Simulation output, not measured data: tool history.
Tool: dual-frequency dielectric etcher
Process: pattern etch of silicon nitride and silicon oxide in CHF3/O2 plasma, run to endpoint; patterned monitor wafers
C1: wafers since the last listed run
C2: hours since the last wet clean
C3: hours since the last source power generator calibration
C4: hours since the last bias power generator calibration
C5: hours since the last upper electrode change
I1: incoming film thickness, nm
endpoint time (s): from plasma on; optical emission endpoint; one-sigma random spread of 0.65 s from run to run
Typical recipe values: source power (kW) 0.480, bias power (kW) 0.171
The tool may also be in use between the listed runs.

Run 1, day 0.000: usual settings but bias power (kW) 0.146; C1 0; C2 220.1; C3 1018.8; C4 4867.6; C5 2589.6; I1 172.4. Result: endpoint time (s) 127.3.
Run 2, day 1.012: usual settings but bias power (kW) 0.146; C1 214; C2 244.4; C3 1043.1; C4 4891.9; C5 2613.9; I1 170.9. Result: endpoint time (s) 127.0.
Run 3, day 3.117: usual settings but source power (kW) 0.390, bias power (kW) 0.201; C1 446; C2 294.9; C3 1093.6; C4 4942.4; C5 2664.4; I1 172.8. Result: endpoint time (s) 121.3.
Run 4, day 6.104: usual settings but source power (kW) 0.390, bias power (kW) 0.201; C1 633; C2 366.6; C3 1165.3; C4 5014.1; C5 2736.1; I1 173.3. Result: endpoint time (s) 120.6.
Run 5, day 7.371: usual settings but bias power (kW) 0.153; C1 268; C2 397.0; C3 1195.7; C4 5044.5; C5 2766.5; I1 172.2. Result: endpoint time (s) 126.2.
Run 6, day 9.462: usual settings but bias power (kW) 0.153; C1 443; C2 447.2; C3 1245.9; C4 5094.7; C5 2816.7; I1 171.7. Result: endpoint time (s) 123.6.
Run 7, day 12.458: usual settings but bias power (kW) 0.153; C1 635; C2 519.1; C3 1317.8; C4 5166.6; C5 2888.6; I1 172.1. Result: endpoint time (s) 123.6.
Run 8, day 14.621: usual settings; C1 458; C2 571.0; C3 1369.7; C4 5218.5; C5 2940.5; I1 172.3. Result: endpoint time (s) 118.5.
Run 9, day 16.579: usual settings; C1 415; C2 618.0; C3 1416.7; C4 5265.5; C5 2987.5; I1 172.4. Result: endpoint time (s) 117.9.
At day 18.117: wet clean of the chamber.
Run 10, day 19.138: usual settings; C1 330; C2 24.5; C3 1478.1; C4 5326.9; C5 3048.9; I1 170.7. Result: endpoint time (s) 122.3.
Run 11, day 21.338: usual settings but source power (kW) 0.440; C1 466; C2 77.3; C3 1530.9; C4 5379.7; C5 3101.7; I1 173.1. Result: endpoint time (s) 127.0.
Run 12, day 23.042: usual settings but source power (kW) 0.440; C1 361; C2 118.2; C3 1571.8; C4 5420.6; C5 3142.6; I1 170.4. Result: endpoint time (s) 126.3.
At day 23.821: bias power generator calibrated.
Run 13, day 25.571: usual settings but source power (kW) 0.440; C1 501; C2 178.9; C3 1632.5; C4 42.0; C5 3203.3; I1 171.7. Result: endpoint time (s) 125.5.
Run 14, day 27.150: usual settings but bias power (kW) 0.142; C1 334; C2 216.8; C3 1670.4; C4 79.9; C5 3241.2; I1 172.5. Result: endpoint time (s) 130.8.
Run 15, day 28.642: usual settings but source power (kW) 0.590, bias power (kW) 0.131; C1 316; C2 252.6; C3 1706.2; C4 115.7; C5 3277.0; I1 172.0. Result: endpoint time (s) 125.2.
At day 29.908: upper electrode replaced.
Run 16, day 31.521: usual settings but source power (kW) 0.390, bias power (kW) 0.201; C1 398; C2 321.7; C3 1775.3; C4 184.8; C5 38.7; I1 173.2. Result: endpoint time (s) 123.4.
Run 17, day 34.129: usual settings but bias power (kW) 0.198; C1 553; C2 384.3; C3 1837.9; C4 247.4; C5 101.3; I1 171.9. Result: endpoint time (s) 113.3.
Run 18, day 35.817: usual settings but source power (kW) 0.540, bias power (kW) 0.132; C1 357; C2 424.8; C3 1878.4; C4 287.9; C5 141.8; I1 171.7. Result: endpoint time (s) 127.5.
Run 19, day 40.725: usual settings; C1 1040; C2 542.6; C3 1996.2; C4 405.7; C5 259.6; I1 171.4. Result: endpoint time (s) 118.3.
At day 42.008: wet clean of the chamber.
Run 20, day 42.038: usual settings but source power (kW) 0.390, bias power (kW) 0.209; C1 66; C2 0.7; C3 2027.7; C4 437.2; C5 291.1; I1 172.8. Result: endpoint time (s) 123.8.
Run 21, day 43.121: usual settings; C1 229; C2 26.7; C3 2053.7; C4 463.2; C5 317.1; I1 173.6. Result: endpoint time (s) 124.5.
At day 46.329: source power generator calibrated.
Run 22, day 49.425: usual settings but source power (kW) 0.590, bias power (kW) 0.202; C1 1301; C2 178.0; C3 74.3; C4 614.5; C5 468.4; I1 172.2. Result: endpoint time (s) 107.2.
Run 23, day 51.808: usual settings but source power (kW) 0.400, bias power (kW) 0.183; C1 505; C2 235.2; C3 131.5; C4 671.7; C5 525.6; I1 171.9. Result: endpoint time (s) 123.8.
Run 24, day 54.467: usual settings; C1 563; C2 299.0; C3 195.3; C4 735.5; C5 589.4; I1 172.1. Result: endpoint time (s) 122.2.
Run 25, day 56.192: usual settings but source power (kW) 0.430, bias power (kW) 0.186; C1 365; C2 340.4; C3 236.7; C4 776.9; C5 630.8; I1 173.1. Result: endpoint time (s) 121.8.
Run 26, day 58.075: usual settings but source power (kW) 0.510, bias power (kW) 0.129; C1 399; C2 385.6; C3 281.9; C4 822.1; C5 676.0; I1 172.3. Result: endpoint time (s) 130.3.

Forecast each of these 3 alternatives for the next run:
Run A, day 58.096: usual settings but bias power (kW) 0.139; C1 4; C2 386.1; C3 282.4; C4 822.6; C5 676.5; I1 171.5. Result: endpoint time (s) ?.
Run B, day 58.096: usual settings but source power (kW) 0.520, bias power (kW) 0.190; C1 4; C2 386.1; C3 282.4; C4 822.6; C5 676.5; I1 171.5. Result: endpoint time (s) ?.
Run C, day 58.096: usual settings but source power (kW) 0.390, bias power (kW) 0.208; C1 4; C2 386.1; C3 282.4; C4 822.6; C5 676.5; I1 171.5. Result: endpoint time (s) ?.

run  endpoint time (s)
  A              129.1
  B              112.1
  C              118.2
Without the tool's unlogged condition, the same runs would have read:
run  endpoint time (s)
  A              133.2
  B              115.7
  C              122.0

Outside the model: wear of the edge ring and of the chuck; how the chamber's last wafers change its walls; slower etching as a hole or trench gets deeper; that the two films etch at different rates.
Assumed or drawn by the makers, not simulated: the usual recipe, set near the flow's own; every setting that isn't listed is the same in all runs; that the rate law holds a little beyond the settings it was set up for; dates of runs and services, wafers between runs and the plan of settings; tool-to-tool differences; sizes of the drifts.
